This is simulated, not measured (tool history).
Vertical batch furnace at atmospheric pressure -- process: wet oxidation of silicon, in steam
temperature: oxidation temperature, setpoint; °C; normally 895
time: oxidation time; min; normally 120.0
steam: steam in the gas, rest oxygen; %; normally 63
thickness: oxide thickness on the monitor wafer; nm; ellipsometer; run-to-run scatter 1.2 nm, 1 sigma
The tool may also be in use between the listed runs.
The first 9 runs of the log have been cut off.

| run | hour | temperature | time | steam | read-back reference wafer on the same gauge, thickness | thickness |
|---|---|---|---|---|---|---|
| 10 | 124.1 | 895 | 120.0 | 63 | 224.18 | 296.02 |
| 11 | 137.9 | 895 | 120.0 | 63 | 224.11 | 294.61 |
| 12 | 191.8 | 895 | 120.0 | 63 | 224.11 | 294.09 |
| 13 | 198.9 | 895 | 120.0 | 63 | 223.90 | 295.60 |
|  | 226.1 | steam generator serviced |
| 14 | 226.6 | 895 | 120.0 | 63 | 224.10 | 296.10 |
| 15 | 231.4 | 895 | 120.0 | 63 | 223.98 | 294.83 |
| 16 | 238.7 | 913 | 78.0 | 75 | 224.08 | 290.08 |
| 17 | 258.6 | 895 | 120.0 | 53 | 223.87 | 257.47 |
| 18 | 265.9 | 895 | 159.5 | 63 | 224.19 | 365.42 |
|  | 309.5 | gauge calibrated |
|  | 323.3 | thermocouples replaced and temperature profile calibrated |
| 19 | 323.8 | 895 | 120.0 | 63 | 223.79 | 283.81 |
| 20 | 328.6 | 913 | 85.5 | 70 | 224.25 | 283.71 |
| 21 | 345.4 | 895 | 120.0 | 63 | 223.88 | 283.00 |
| 22 | 363.1 | 874 | 165.0 | 73 | 224.15 | 317.96 |
| 23 | 374.7 | 895 | 120.0 | 63 | 223.94 | 284.76 |
| 24 | 393.0 | 904 | 120.0 | 51 | 224.18 | 266.00 |
| 25 | 413.1 | 895 | 120.0 | 63 | 224.22 | 285.18 |
| 26 | 421.4 | 878 | 145.0 | 55 | 224.09 | 242.41 |
| 27 | 429.6 | 895 | 120.0 | 63 | 223.96 | 284.03 |
| 28 | 443.8 | 879 | 150.5 | 53 | 223.99 | 247.42 |
| 29 | 454.5 | 874 | 165.0 | 73 | 223.91 | 323.21 |
| 30 | 462.5 | 920 | 97.5 | 68 | 223.89 | 332.04 |

Below are 4 alternative next runs, each starting from the tool's condition after run 30. Predict each:
| A | 467.4 | 895 | 120.0 | 60 | ? | ? |
| B | 467.4 | 895 | 73.0 | 71 | ? | ? |
| C | 467.4 | 877 | 178.5 | 72 | ? | ? |
| D | 467.4 | 905 | 83.5 | 53 | ? | ? |

| run | read-back reference wafer on the same gauge, thickness | thickness |
|---|---|---|
| A | 223.95 | 273.60 |
| B | 223.95 | 210.01 |
| C | 223.95 | 350.62 |
| D | 223.95 | 207.68 |
The same runs, with their run-to-run variation unchanged, on a tool lacking any hidden condition would have given:
| run | thickness |
|---|---|
| A | 265.97 |
| B | 203.71 |
| C | 340.69 |
| D | 202.02 |

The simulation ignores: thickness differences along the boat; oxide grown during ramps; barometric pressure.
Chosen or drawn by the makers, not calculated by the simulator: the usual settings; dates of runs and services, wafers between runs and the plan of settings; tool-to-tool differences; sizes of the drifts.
